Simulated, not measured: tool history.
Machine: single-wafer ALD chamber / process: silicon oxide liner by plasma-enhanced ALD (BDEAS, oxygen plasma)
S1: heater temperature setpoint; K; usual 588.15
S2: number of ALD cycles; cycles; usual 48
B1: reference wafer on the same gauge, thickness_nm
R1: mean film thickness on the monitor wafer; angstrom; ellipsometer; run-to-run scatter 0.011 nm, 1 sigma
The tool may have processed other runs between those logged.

Run 1, hour 0.0: usual settings but S2 46 cycles; B1 3.667. Result: R1 43.19 angstrom.
Run 2, hour 71.0: usual settings but S2 41 cycles; B1 3.671. Result: R1 38.59 angstrom.
Run 3, hour 138.6: usual settings but S2 41 cycles; B1 3.674. Result: R1 38.44 angstrom.
Run 4, hour 331.2: usual settings but S2 41 cycles; B1 3.674. Result: R1 38.35 angstrom.
Run 5, hour 416.8: usual settings; B1 3.667. Result: R1 44.80 angstrom.
Run 6, hour 467.1: usual settings; B1 3.669. Result: R1 45.08 angstrom.
Run 7, hour 511.9: usual settings; B1 3.673. Result: R1 44.84 angstrom.
Run 8, hour 652.3: usual settings; B1 3.668. Result: R1 44.81 angstrom.
Run 9, hour 700.6: usual settings; B1 3.671. Result: R1 44.74 angstrom.
At hour 871.9: thermocouple changed; heater temperature recalibrated.
Run 10, hour 874.0: usual settings but S1 578.15 K, S2 46 cycles; B1 3.670. Result: R1 43.74 angstrom.
Run 11, hour 928.4: usual settings but S1 578.15 K, S2 46 cycles; B1 3.675. Result: R1 43.71 angstrom.
Run 12, hour 995.2: usual settings but S1 578.15 K, S2 46 cycles; B1 3.665. Result: R1 43.74 angstrom.
Run 13, hour 1021.5: usual settings; B1 3.673. Result: R1 45.07 angstrom.
Run 14, hour 1092.7: usual settings but S2 50 cycles; B1 3.666. Result: R1 46.77 angstrom.
Run 15, hour 1150.8: usual settings but S2 50 cycles; B1 3.668. Result: R1 46.70 angstrom.
Run 16, hour 1210.2: usual settings but S2 50 cycles; B1 3.670. Result: R1 47.09 angstrom.
Run 17, hour 1279.4: usual settings; B1 3.670. Result: R1 44.97 angstrom.
Run 18, hour 1328.8: usual settings but S1 597.15 K; B1 3.670. Result: R1 44.15 angstrom.
Run 19, hour 1356.8: usual settings but S1 597.15 K; B1 3.667. Result: R1 44.40 angstrom.
Run 20, hour 1387.7: usual settings but S1 597.15 K; B1 3.672. Result: R1 44.41 angstrom.
Run 21, hour 1442.0: usual settings; B1 3.671. Result: R1 45.04 angstrom.
Run 22, hour 1507.3: usual settings; B1 3.667. Result: R1 44.82 angstrom.
At hour 1535.9: gauge calibrated.
Run 23, hour 1536.4: usual settings but S2 57 cycles; B1 3.671. Result: R1 53.30 angstrom.
Run 24, hour 1595.9: usual settings but S1 583.15 K, S2 42 cycles; B1 3.670. Result: R1 39.43 angstrom.
Run 25, hour 1641.0: usual settings but S1 594.15 K, S2 54 cycles; B1 3.670. Result: R1 49.97 angstrom.
Run 26, hour 1696.7: usual settings but S1 601.15 K, S2 44 cycles; B1 3.670. Result: R1 40.36 angstrom.
Run 27, hour 1755.2: usual settings but S1 593.15 K, S2 55 cycles; B1 3.671. Result: R1 50.95 angstrom.
Run 28, hour 1824.8: usual settings but S1 576.15 K, S2 56 cycles; B1 3.670. Result: R1 53.10 angstrom.
Run 29, hour 1877.4: usual settings; B1 3.667. Result: R1 44.75 angstrom.
Run 30, hour 1925.2: usual settings but S1 595.15 K, S2 55 cycles; B1 3.672. Result: R1 50.43 angstrom.
Run 31, hour 1967.7: usual settings but S2 41 cycles; B1 3.670. Result: R1 38.13 angstrom.
Run 32, hour 2010.9: usual settings but S1 581.15 K, S2 52 cycles; B1 3.669. Result: R1 48.81 angstrom.
At hour 2026.5: thermocouple changed; heater temperature recalibrated.
Run 33, hour 2065.8: usual settings but S2 39 cycles; B1 3.668. Result: R1 36.65 angstrom.
Run 34, hour 2107.1: usual settings but S1 599.15 K; B1 3.672. Result: R1 44.28 angstrom.
Run 35, hour 2176.1: usual settings but S1 597.15 K; B1 3.674. Result: R1 44.39 angstrom.
Run 36, hour 2203.9: usual settings; B1 3.673. Result: R1 44.92 angstrom.
Run 37, hour 2254.2: usual settings but S2 45 cycles; B1 3.667. Result: R1 42.01 angstrom.
Run 38, hour 2388.5: usual settings but S1 592.15 K, S2 41 cycles; B1 3.670. Result: R1 38.24 angstrom.
Run 39, hour 2450.1: usual settings but S1 600.15 K, S2 51 cycles; B1 3.674. Result: R1 46.85 angstrom.
Run 40, hour 2500.3: usual settings but S1 581.15 K; B1 3.668. Result: R1 45.27 angstrom.
Run 41, hour 2555.0: usual settings but S1 597.15 K, S2 40 cycles; B1 3.670. Result: R1 36.73 angstrom.
Run 42, hour 2592.1: usual settings but S1 573.15 K; B1 3.667. Result: R1 45.77 angstrom.
Run 43, hour 2657.4: usual settings; B1 3.675. Result: R1 44.86 angstrom.
Run 44, hour 2689.6: usual settings; B1 3.671. Result: R1 44.73 angstrom.
Run 45, hour 2736.0: usual settings but S1 603.15 K; B1 3.669. Result: R1 43.77 angstrom.

State the hidden condition of the tool at each of the runs:
gauge reads high (%): 0 at every run
H1: wafer temperature above the value expected at the setpoint (K)
run     H1
  1  0.315
  2  0.441
  3  0.611
  4   1.37
  5   1.83
  6   2.15
  7   2.45
  8   3.53
  9   3.95
 10  0.546
 11  0.563
 12  0.629
 13  0.668
 14  0.811
 15   0.97
 16   1.17
 17   1.45
 18   1.68
 19   1.83
 20   1.99
 21   2.32
 22   2.74
 23   2.95
 24    3.4
 25   3.77
 26   4.25
 27   4.79
 28   5.49
 29   6.05
 30   6.59
 31   7.08
 32   7.61
 33  0.674
 34  0.701
 35  0.788
 36  0.837
 37  0.948
 38   1.38
 39   1.64
 40   1.89
 41   2.19
 42   2.41
 43   2.83
 44   3.06
 45   3.41

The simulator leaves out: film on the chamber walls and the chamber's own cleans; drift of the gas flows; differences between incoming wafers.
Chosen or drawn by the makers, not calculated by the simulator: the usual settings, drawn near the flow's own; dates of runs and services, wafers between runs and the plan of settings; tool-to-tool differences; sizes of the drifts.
